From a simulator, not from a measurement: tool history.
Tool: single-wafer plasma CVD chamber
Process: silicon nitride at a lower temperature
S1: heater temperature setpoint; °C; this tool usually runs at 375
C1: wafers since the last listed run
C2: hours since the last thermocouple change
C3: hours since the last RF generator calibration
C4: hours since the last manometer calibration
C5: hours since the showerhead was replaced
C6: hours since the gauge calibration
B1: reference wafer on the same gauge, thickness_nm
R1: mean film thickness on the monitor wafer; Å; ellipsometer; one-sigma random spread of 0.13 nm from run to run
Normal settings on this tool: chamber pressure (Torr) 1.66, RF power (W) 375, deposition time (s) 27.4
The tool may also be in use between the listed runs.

Run 1, day 0: usual settings but chamber pressure (Torr) 1.58; C1 0; C2 935.8; C3 825.4; C4 560.9; C5 2654.7; C6 166.9; B1 36.989. Result: R1 393.62 Å.
Run 2, day 1.779: usual settings; C1 922; C2 978.5; C3 868.1; C4 603.6; C5 2697.4; C6 209.6; B1 36.992. Result: R1 399.26 Å.
Run 3, day 4.408: usual settings; C1 1362; C2 1041.6; C3 931.2; C4 666.7; C5 2760.5; C6 272.7; B1 36.982. Result: R1 398.13 Å.
Run 4, day 5.408: usual settings; C1 518; C2 1065.6; C3 955.2; C4 690.7; C5 2784.5; C6 296.7; B1 36.962. Result: R1 397.92 Å.
Run 5, day 8.238: usual settings; C1 1466; C2 1133.5; C3 1023.1; C4 758.6; C5 2852.4; C6 364.6; B1 37.067. Result: R1 397.04 Å.
Run 6, day 9.517: usual settings but RF power (W) 335; C1 662; C2 1164.2; C3 1053.8; C4 789.3; C5 2883.1; C6 395.3; B1 37.065. Result: R1 377.99 Å.
At day 11.158: gauge calibrated.
Run 7, day 11.45: usual settings but RF power (W) 335; C1 1001; C2 1210.6; C3 1100.2; C4 835.7; C5 2929.5; C6 7; B1 37.001. Result: R1 376.38 Å.
Run 8, day 13.846: usual settings but RF power (W) 415; C1 1241; C2 1268.1; C3 1157.7; C4 893.2; C5 2987; C6 64.5; B1 36.968. Result: R1 414.77 Å.
Run 9, day 14.962: usual settings but RF power (W) 415; C1 578; C2 1294.9; C3 1184.5; C4 920; C5 3013.8; C6 91.3; B1 37.033. Result: R1 416.51 Å.
At day 16.192: capacitance manometer re-zeroed and calibrated.
At day 16.838: showerhead replaced.
Run 10, day 17.696: usual settings but chamber pressure (Torr) 1.82, deposition time (s) 24; C1 1071; C2 1360.5; C3 1250.1; C4 36.1; C5 20.6; C6 156.9; B1 37.03. Result: R1 369.17 Å.
At day 18.792: thermocouple changed; heater temperature recalibrated.
At day 19.229: RF generator calibrated.
Run 11, day 19.583: usual settings but S1 360 °C, chamber pressure (Torr) 1.29; C1 632; C2 19; C3 8.5; C4 81.4; C5 65.9; C6 202.2; B1 36.967. Result: R1 368.86 Å.
Run 12, day 20.621: usual settings but chamber pressure (Torr) 1.36, deposition time (s) 32.5; C1 537; C2 43.9; C3 33.4; C4 106.3; C5 90.8; C6 227.1; B1 37.039. Result: R1 443.01 Å.
Run 13, day 23.488: usual settings but S1 382 °C, chamber pressure (Torr) 1.91; C1 1485; C2 112.7; C3 102.2; C4 175.1; C5 159.6; C6 295.9; B1 36.996. Result: R1 424.54 Å.
Run 14, day 25.646: usual settings but chamber pressure (Torr) 1.49, deposition time (s) 25.2; C1 1118; C2 164.5; C3 154; C4 226.9; C5 211.4; C6 347.7; B1 37.082. Result: R1 358.29 Å.
Run 15, day 28.567: usual settings but S1 367 °C, chamber pressure (Torr) 1.55, RF power (W) 445, deposition time (s) 25.2; C1 1513; C2 234.6; C3 224.1; C4 297; C5 281.5; C6 417.8; B1 36.986. Result: R1 394.34 Å.
Run 16, day 31.246: usual settings but S1 380 °C, RF power (W) 445; C1 1388; C2 298.9; C3 288.4; C4 361.3; C5 345.8; C6 482.1; B1 36.959. Result: R1 434.13 Å.
Run 17, day 32.833: usual settings; C1 822; C2 337; C3 326.5; C4 399.4; C5 383.9; C6 520.2; B1 36.958. Result: R1 401.57 Å.
At day 35.242: gauge calibrated.
Run 18, day 35.783: usual settings but S1 384 °C; C1 1528; C2 407.8; C3 397.3; C4 470.2; C5 454.7; C6 13; B1 36.96. Result: R1 397.84 Å.

Measured less the same run without the tool's hidden state. The same run-to-run variation is in both; the gauge's scatter may not be:
The tool's hidden condition here consists of: wafer temperature above the value expected at the setpoint (K); delivered RF power above the setpoint (%); true pressure above the setpoint (%); gauge reads high (%).
run      R1
  1    -8.3
  2   -8.88
  3   -9.71
  4  -10.01
  5  -10.91
  6  -10.77
  7  -11.34
  8  -13.33
  9  -13.78
 10   -1.64
 11   -2.38
 12    -3.1
 13    -3.5
 14   -3.81
 15   -5.06
 16   -6.38
 17   -6.39
 18   -7.25

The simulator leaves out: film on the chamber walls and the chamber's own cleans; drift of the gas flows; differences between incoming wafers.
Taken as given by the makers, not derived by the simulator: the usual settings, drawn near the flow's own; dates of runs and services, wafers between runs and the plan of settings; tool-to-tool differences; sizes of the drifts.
